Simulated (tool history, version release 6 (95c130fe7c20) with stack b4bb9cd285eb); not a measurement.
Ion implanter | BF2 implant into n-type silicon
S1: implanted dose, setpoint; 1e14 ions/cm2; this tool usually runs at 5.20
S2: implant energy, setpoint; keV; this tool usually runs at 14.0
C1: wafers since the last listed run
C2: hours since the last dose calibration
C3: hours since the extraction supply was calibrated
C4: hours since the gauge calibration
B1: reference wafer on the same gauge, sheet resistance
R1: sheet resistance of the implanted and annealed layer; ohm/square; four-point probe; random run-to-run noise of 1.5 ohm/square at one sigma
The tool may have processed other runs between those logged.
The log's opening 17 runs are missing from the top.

run    hour    S1    S2    C1      C2      C3      C4      B1      R1
     1515.1  -- extraction supply calibrated
 18  1546.2  5.20  14.0   684  1228.0    31.1   714.1  329.46  296.46
 19  1619.6  4.23  14.0   650  1301.4   104.5   787.5  330.63  340.23
 20  1695.9  3.98  16.0   676  1377.7   180.8   863.8  330.51  342.19
 21  1795.6  5.20  14.0   883  1477.4   280.5   963.5  330.86  296.96
 22  1873.4  5.20  10.0   689  1555.2   358.3  1041.3  330.22  330.29
 23  1937.6  4.51  14.0   569  1619.4   422.5  1105.5  329.55  324.88
     1949.9  -- Faraday cup replaced and dose calibrated
 24  2005.1  5.20  14.0   527    55.2   490.0  1173.0  329.76  299.21
 25  2081.0  6.75   9.5   672   131.1   565.9  1248.9  330.26  291.37
 26  2188.2  5.20  14.0   950   238.3   673.1  1356.1  329.75  296.09
 27  2293.2  5.20  14.0   930   343.3   778.1  1461.1  329.92  295.02
 28  2542.0  6.36  14.0  2205   592.1  1026.9  1709.9  329.66  264.25
 29  2618.6  4.37  16.0   679   668.7  1103.5  1786.5  330.16  322.15
 30  2711.2  3.99  14.0   820   761.3  1196.1  1879.1  329.54  351.86
 31  2787.3  4.45  12.0   674   837.4  1272.2  1955.2  330.02  340.58
 32  2865.0  5.60  12.0   688   915.1  1349.9  2032.9  329.86  298.56
 33  2965.9  4.04  10.5   894  1016.0  1450.8  2133.8  329.75  372.39
 34  3017.1  3.99  14.0   453  1067.2  1502.0  2185.0  329.40  350.35
 35  3082.4  5.20  14.0   578  1132.5  1567.3  2250.3  329.95  298.42
 36  3185.5  4.60  17.5   913  1235.6  1670.4  2353.4  329.97  304.63

Alternative continuations, all from the tool just after run 36; predict every row:
  A  3185.9  5.20  14.0   3  1236.0  1670.8  2353.8   ?   ?
  B  3185.9  4.25  12.5   3  1236.0  1670.8  2353.8   ?   ?
  C  3185.9  5.95  17.5   3  1236.0  1670.8  2353.8   ?   ?
  D  3185.9  6.33  11.5   3  1236.0  1670.8  2353.8   ?   ?
  E  3185.9  6.51  12.0   3  1236.0  1670.8  2353.8   ?   ?

run      B1      R1
  A  330.12  298.27
  B  330.12  348.53
  C  330.12  259.00
  D  330.12  283.23
  E  330.12  275.53
What these runs would have given with no unlogged condition in the tool:
run      R1
  A  298.27
  B  348.53
  C  259.00
  D  283.23
  E  275.53

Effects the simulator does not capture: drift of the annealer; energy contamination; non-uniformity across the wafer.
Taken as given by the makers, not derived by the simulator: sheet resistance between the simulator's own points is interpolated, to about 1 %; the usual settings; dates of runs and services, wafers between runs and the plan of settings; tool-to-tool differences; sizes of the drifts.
